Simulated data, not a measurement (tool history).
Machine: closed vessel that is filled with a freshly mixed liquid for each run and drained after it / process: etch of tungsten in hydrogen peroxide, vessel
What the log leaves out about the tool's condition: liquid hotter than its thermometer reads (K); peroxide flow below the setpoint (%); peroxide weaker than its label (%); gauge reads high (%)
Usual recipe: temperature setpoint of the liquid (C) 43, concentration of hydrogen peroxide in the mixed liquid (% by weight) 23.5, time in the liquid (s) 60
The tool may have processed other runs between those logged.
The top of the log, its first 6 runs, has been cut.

run	hour	temperature setpoint of the liquid (C)	concentration of hydrogen peroxide in the mixed liquid (% by weight)	time in the liquid (s)	wafers since the last listed run	hours since the thermometer was replaced	hours since the peroxide flow meter was replaced	hours since the drum of peroxide was connected	hours since the gauge calibration	read-back film thickness of the tungsten reference wafer, read on the same gauge (nm)	thickness taken off the tungsten on a monitor wafer (angstrom)
7	161.3	43	26.5	60	4389	1333.9	451.5	707.4	531.5	89.08	1237.1
8	196.9	43	23.5	60	4376	1369.5	487.1	743	567.1	89.03	1176.5
9	215.6	43	23.5	60	2299	1388.2	505.8	761.7	585.8	89.01	1169
10	230.1	43	23.5	60	1782	1402.7	520.3	776.2	600.3	89.02	1170.7
11	247.8	43	19	60	2176	1420.4	538	793.9	618	88.99	1056.1
12	277.2	43	19	60	3614	1449.8	567.4	823.3	647.4	88.99	1055.5
# hour 288.6: thermometer replaced
13	294.3	43	23.5	60	1979	5.7	584.5	840.4	664.5	89	1167.7
14	324.2	43	23.5	60	3676	35.6	614.4	870.3	694.4	88.95	1168.8
15	338.9	43	23.5	60	1807	50.3	629.1	885	709.1	88.96	1170.7
# hour 381: peroxide flow meter replaced
16	411	43	23.5	90	8741	122.4	30	957.1	781.2	88.91	1750.9
17	431	35	26.5	85	2458	142.4	50	977.1	801.2	88.92	1042.5
# hour 452.4: gauge calibrated
18	466.6	33.5	18	60	4376	178	85.6	1012.7	14.2	90.03	553.3
19	498.1	38.5	30	60	3872	209.5	117.1	1044.2	45.7	89.88	995.8
20	513.3	43	23.5	60	1868	224.7	132.3	1059.4	60.9	89.82	1179.3
21	536.9	43	23.5	60	2901	248.3	155.9	1083	84.5	89.75	1179.3
22	557.3	48.5	23.5	60	2508	268.7	176.3	1103.4	104.9	89.67	1656.3
23	589.4	43	23.5	35	3946	300.8	208.4	1135.5	137	89.57	686.8
24	610.4	43	23.5	50	2581	321.8	229.4	1156.5	158	89.53	984.6
# hour 623: new drum of peroxide connected
25	633.8	43	23.5	60	2754	345.2	252.8	10.8	181.4	89.46	1177.3
26	663	43	23.5	60	3590	374.4	282	40	210.6	89.39	1174
27	675.8	43	18	85	1573	387.2	294.8	52.8	223.4	89.36	1458.4
28	733	43	17.5	60	7032	444.4	352	110	280.6	89.24	1010.9
29	759.1	51.5	25.5	60	3208	470.5	378.1	136.1	306.7	89.21	2071.9
30	792.4	52.5	29.5	80	4094	503.8	411.4	169.4	340	89.14	3148.5

Here are 4 independent what-if runs from the current tool condition. What would each one return?
A	793.1	43	19.5	60	86	504.5	412.1	170.1	340.7	?	?
B	793.1	38	27.5	45	86	504.5	412.1	170.1	340.7	?	?
C	793.1	38.5	23.5	45	86	504.5	412.1	170.1	340.7	?	?
D	793.1	43	30	60	86	504.5	412.1	170.1	340.7	?	?

run	read-back film thickness of the tungsten reference wafer, read on the same gauge (nm)	thickness taken off the tungsten on a monitor wafer (angstrom)
A	89.13	1067.4
B	89.13	687.3
C	89.13	656.6
D	89.13	1323.9
Without the tool's unlogged condition, the same runs would have read:
run	thickness taken off the tungsten on a monitor wafer (angstrom)
A	1077.7
B	693.9
C	662.9
D	1336.7
